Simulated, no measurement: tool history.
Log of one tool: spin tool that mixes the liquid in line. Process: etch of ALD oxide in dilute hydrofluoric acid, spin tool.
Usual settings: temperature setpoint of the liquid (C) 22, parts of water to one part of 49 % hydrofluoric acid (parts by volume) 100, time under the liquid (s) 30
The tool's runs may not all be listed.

run    hour  temperature setpoint of the liquid (C)  parts of water to one part of 49 % hydrofluoric acid (parts by volume)  time under the liquid (s)  wafers since the last listed run  hours since the thermometer was replaced  hours since the hydrofluoric acid flow meter was replaced  hours since the gauge calibration  read-back film thickness of the ALD oxide reference wafer, read on the same gauge (nm)  thickness taken off the ALD oxide on a monitor wafer (Å)
  1       0                                      22                                                                     100                         30                                 0                                     376.4                                                      575.6                             2799.2                                                                                  120.03                                                      93.5
  2    45.3                                      22                                                                     100                         30                               939                                     421.7                                                      620.9                             2844.5                                                                                  119.99                                                      93.4
  3      87                                      22                                                                     100                         30                               864                                     463.4                                                      662.6                             2886.2                                                                                     120                                                      93.6
  4   164.3                                      22                                                                     100                         15                              1602                                     540.7                                                      739.9                             2963.5                                                                                  119.99                                                      46.1
      169.4  -- thermometer replaced
  5   215.2                                      22                                                                     100                         15                              1034                                      45.8                                                      790.8                             3014.4                                                                                  119.98                                                      45.4
  6   343.7                                    20.5                                                                     100                         30                              2663                                     174.3                                                      919.3                             3142.9                                                                                  119.99                                                      86.2
  7   425.8                                      22                                                                     100                         30                              1701                                     256.4                                                     1001.4                               3225                                                                                     120                                                      91.5
  8   480.9                                      22                                                                     100                         30                              1142                                     311.5                                                     1056.5                             3280.1                                                                                  120.01                                                        92
  9   579.1                                      22                                                                     100                         30                              2035                                     409.7                                                     1154.7                             3378.3                                                                                     120                                                      92.1
 10   659.4                                      22                                                                     100                         30                              1664                                       490                                                       1235                             3458.6                                                                                  119.98                                                      93.4
 11   709.6                                      22                                                                     100                         30                              1040                                     540.2                                                     1285.2                             3508.8                                                                                     120                                                        93
 12   776.9                                      22                                                                     100                         45                              1395                                     607.5                                                     1352.5                             3576.1                                                                                  119.98                                                     141.2
      825.9  -- gauge calibrated
      842.9  -- thermometer replaced
 13   869.2                                      22                                                                     130                         20                              1892                                      26.3                                                     1444.8                               43.3                                                                                  119.98                                                      45.1
 14   926.9                                      26                                                                     100                         30                              1196                                        84                                                     1502.5                                101                                                                                     120                                                       105
 15   981.7                                      22                                                                     100                         45                              1135                                     138.8                                                     1557.3                              155.8                                                                                     120                                                     136.4
 16  1026.4                                      22                                                                     100                         30                               926                                     183.5                                                       1602                              200.5                                                                                  120.01                                                      90.2
 17  1062.6                                      22                                                                     100                         40                               750                                     219.7                                                     1638.2                              236.7                                                                                  120.03                                                     120.3
 18  1123.1                                      22                                                                     130                         30                              1254                                     280.2                                                     1698.7                              297.2                                                                                  119.97                                                      68.2
 19  1184.7                                      22                                                                     100                         30                              1276                                     341.8                                                     1760.3                              358.8                                                                                  119.98                                                      91.4
 20  1244.6                                      22                                                                     100                         30                              1241                                     401.7                                                     1820.2                              418.7                                                                                  119.99                                                      92.9
 21  1327.8                                      22                                                                      60                         40                              1724                                     484.9                                                     1903.4                              501.9                                                                                     120                                                     218.1
 22    1374                                      26                                                                     100                         50                               957                                     531.1                                                     1949.6                              548.1                                                                                  120.01                                                     179.9
 23  1422.2                                    20.5                                                                     115                         35                               999                                     579.3                                                     1997.8                              596.3                                                                                  120.01                                                      86.2
 24  1468.8                                      27                                                                     100                         40                               965                                     625.9                                                     2044.4                              642.9                                                                                     120                                                     148.7
     1481.7  -- thermometer replaced
 25  1534.4                                      22                                                                      80                         30                              1339                                      52.7                                                       2110                              708.5                                                                                  119.99                                                     115.3
     1543.7  -- hydrofluoric acid flow meter replaced
 26  1621.3                                      22                                                                      65                         30                              1780                                     139.6                                                       77.6                              795.4                                                                                  120.01                                                     144.4
 27  1667.7                                      22                                                                     100                         30                               961                                       186                                                        124                              841.8                                                                                  120.01                                                      91.4
 28  1717.8                                      22                                                                     100                         30                              1038                                     236.1                                                      174.1                              891.9                                                                                  119.99                                                        92
 29    1754                                      22                                                                     100                         30                               750                                     272.3                                                      210.3                              928.1                                                                                     120                                                      91.4
 30    1809                                      22                                                                     125                         40                              1140                                     327.3                                                      265.3                              983.1                                                                                  120.01                                                        96
 31  1873.2                                      17                                                                     140                         30                              1330                                     391.5                                                      329.5                             1047.3                                                                                     120                                                      51.6
 32  1955.5                                    17.5                                                                     135                         40                              1705                                     473.8                                                      411.8                             1129.6                                                                                  120.01                                                      73.6
 33  2062.2                                    25.5                                                                     100                         20                              2211                                     580.5                                                      518.5                             1236.3                                                                                  120.01                                                      72.5
     2119.3  -- thermometer replaced
 34  2301.2                                    23.5                                                                     125                         45                              4933                                     181.9                                                      757.5                             1475.3                                                                                  119.99                                                     114.8

Some steps in thickness taken off the ALD oxide on a monitor wafer (Å) between neighbouring runs. How much of each would the tool show without its hidden state too (settings, what came in, random variation), and how much is left for the hidden state, with any gauge scatter that isn't in both results?
The hidden state here: liquid hotter than its thermometer reads (K); hydrofluoric acid flow above the setpoint (%); gauge reads high (%).
Run 12 -> 13: parts of water to one part of 49 % hydrofluoric acid (parts by volume) 100 -> 130, time under the liquid (s) 45 -> 20, gauge calibrated, thermometer replaced. thickness taken off the ALD oxide on a monitor wafer (Å) -96.1: hidden state -6.7, all else -89.4.
Run 20 -> 21: parts of water to one part of 49 % hydrofluoric acid (parts by volume) 100 -> 60, time under the liquid (s) 30 -> 40. thickness taken off the ALD oxide on a monitor wafer (Å) +125.2: hidden state +5.1, all else +120.1.
Run 22 -> 23: temperature setpoint of the liquid (C) 26 -> 20.5, parts of water to one part of 49 % hydrofluoric acid (parts by volume) 100 -> 115, time under the liquid (s) 50 -> 35. thickness taken off the ALD oxide on a monitor wafer (Å) -93.7: hidden state -3, all else -90.7.
Run 24 -> 25: temperature setpoint of the liquid (C) 27 -> 22, parts of water to one part of 49 % hydrofluoric acid (parts by volume) 100 -> 80, time under the liquid (s) 40 -> 30, thermometer replaced. thickness taken off the ALD oxide on a monitor wafer (Å) -33.4: hidden state -5.3, all else -28.1.

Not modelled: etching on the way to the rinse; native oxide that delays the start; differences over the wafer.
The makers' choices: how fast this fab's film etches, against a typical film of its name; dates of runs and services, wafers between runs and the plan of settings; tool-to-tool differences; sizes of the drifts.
